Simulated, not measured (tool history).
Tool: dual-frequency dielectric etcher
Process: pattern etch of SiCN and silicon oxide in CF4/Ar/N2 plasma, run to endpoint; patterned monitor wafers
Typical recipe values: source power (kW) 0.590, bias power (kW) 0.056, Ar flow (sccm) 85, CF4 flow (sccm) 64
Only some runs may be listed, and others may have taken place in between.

run	day	source power (kW)	bias power (kW)	Ar flow (sccm)	CF4 flow (sccm)	wafers since the last listed run	hours since the last wet clean	hours since the last source power generator calibration	hours since the last bias power generator calibration	hours since the last Ar flow controller change	hours since the last CF4 flow controller change	hours since the last upper electrode change	incoming incoming film thickness, nm	endpoint time (s)
1	0.000	0.590	0.056	85	64	0	369.3	3144.3	4342.1	2824.0	1735.7	2800.1	10.85	9.8
2	4.750	0.590	0.056	85	64	2272	483.3	3258.3	4456.1	2938.0	1849.7	2914.1	10.90	10.0
# day 7.633: wet clean of the chamber
3	7.654	0.590	0.056	85	64	910	0.5	3328.0	4525.8	3007.7	1919.4	2983.8	10.86	10.1
4	10.142	0.590	0.056	85	64	1190	60.2	3387.7	4585.5	3067.4	1979.1	3043.5	10.87	10.3
5	13.529	0.590	0.056	85	64	1620	141.5	3469.0	4666.8	3148.7	2060.4	3124.8	10.92	10.3
6	15.483	0.590	0.056	85	64	934	188.4	3515.9	4713.7	3195.6	2107.3	3171.7	10.96	10.4
7	19.288	0.590	0.045	85	55	1819	279.7	3607.2	4805.0	3286.9	2198.6	3263.0	10.95	11.5
8	21.304	0.590	0.056	85	64	964	328.1	3655.6	4853.4	3335.3	2247.0	3311.4	10.89	10.4
9	24.142	0.590	0.056	85	64	1357	396.2	3723.7	4921.5	3403.4	2315.1	3379.5	10.91	10.5
# day 26.654: wet clean of the chamber, repeated, since the last time left the tool worse
10	27.133	0.590	0.056	85	64	952	11.5	3795.5	4993.3	3475.2	2386.9	3451.3	10.95	9.8
11	31.296	0.700	0.061	91	56	1991	111.4	3895.4	5093.2	3575.1	2486.8	3551.2	10.88	8.3
12	33.612	0.590	0.045	85	64	1108	167.0	3951.0	5148.8	3630.7	2542.4	3606.8	10.91	10.6
# day 35.738: source power generator calibrated
13	36.592	0.590	0.069	85	64	1345	238.5	20.5	5220.3	3702.2	2613.9	3678.3	10.82	9.2
# day 37.617: CF4 flow controller replaced
# day 37.633: bias power generator calibrated
# day 38.775: Ar flow controller replaced
14	39.246	0.650	0.056	85	68	1021	302.2	84.2	38.7	11.3	39.1	3742.0	10.89	8.8
15	41.146	0.640	0.067	85	73	908	347.8	129.8	84.3	56.9	84.7	3787.6	11.01	8.5
# day 42.262: upper electrode replaced
16	42.792	0.590	0.051	85	71	308	387.3	169.3	123.8	96.4	124.2	12.7	10.87	10.0
17	46.671	0.490	0.043	85	76	1855	480.4	262.4	216.9	189.5	217.3	105.8	10.86	13.2
18	48.617	0.590	0.056	85	64	930	527.1	309.1	263.6	236.2	264.0	152.5	10.92	10.1
# day 50.600: wet clean of the chamber
19	52.200	0.590	0.056	85	64	1235	38.4	395.1	349.6	322.2	350.0	238.5	10.93	9.9
20	54.879	0.630	0.065	74	75	1281	102.7	459.4	413.9	386.5	414.3	302.8	10.90	8.2
21	59.221	0.590	0.056	85	64	2077	206.9	563.6	518.1	490.7	518.5	407.0	10.68	9.8
22	62.392	0.590	0.056	100	64	1516	283.0	639.7	594.2	566.8	594.6	483.1	10.89	10.4
# day 68.658: wet clean of the chamber
23	71.746	0.590	0.052	97	53	3996	74.1	864.2	818.7	791.3	819.1	707.6	10.96	11.0

Pick out some run-to-run changes in endpoint time (s). Of each, how much would a tool without hidden state show as well, from the settings, what came in and chance, and how much is left for the hidden state and any gauge scatter not in both results compared?
Hidden conditions of the tool in this case: etch rate over this chamber's usual, %; source power that arrives over what is set, %; bias power that arrives over what is set, %; Ar flow that arrives over what is set, %; CF4 flow that arrives over what is set, %.
Run 9 -> 10: wet clean of the chamber, repeated, since the last time left the tool worse. endpoint time (s) -0.7: hidden state -0.7, all else +0.0.
Run 16 -> 17: source power (kW) 0.590 -> 0.490, bias power (kW) 0.051 -> 0.043, CF4 flow (sccm) 71 -> 76. endpoint time (s) +3.2: hidden state +0.1, all else +3.1.
Run 17 -> 18: source power (kW) 0.490 -> 0.590, bias power (kW) 0.043 -> 0.056, CF4 flow (sccm) 76 -> 64. endpoint time (s) -3.1: hidden state +0.0, all else -3.1.
Run 18 -> 19: wet clean of the chamber. endpoint time (s) -0.2: hidden state -0.3, all else +0.1.
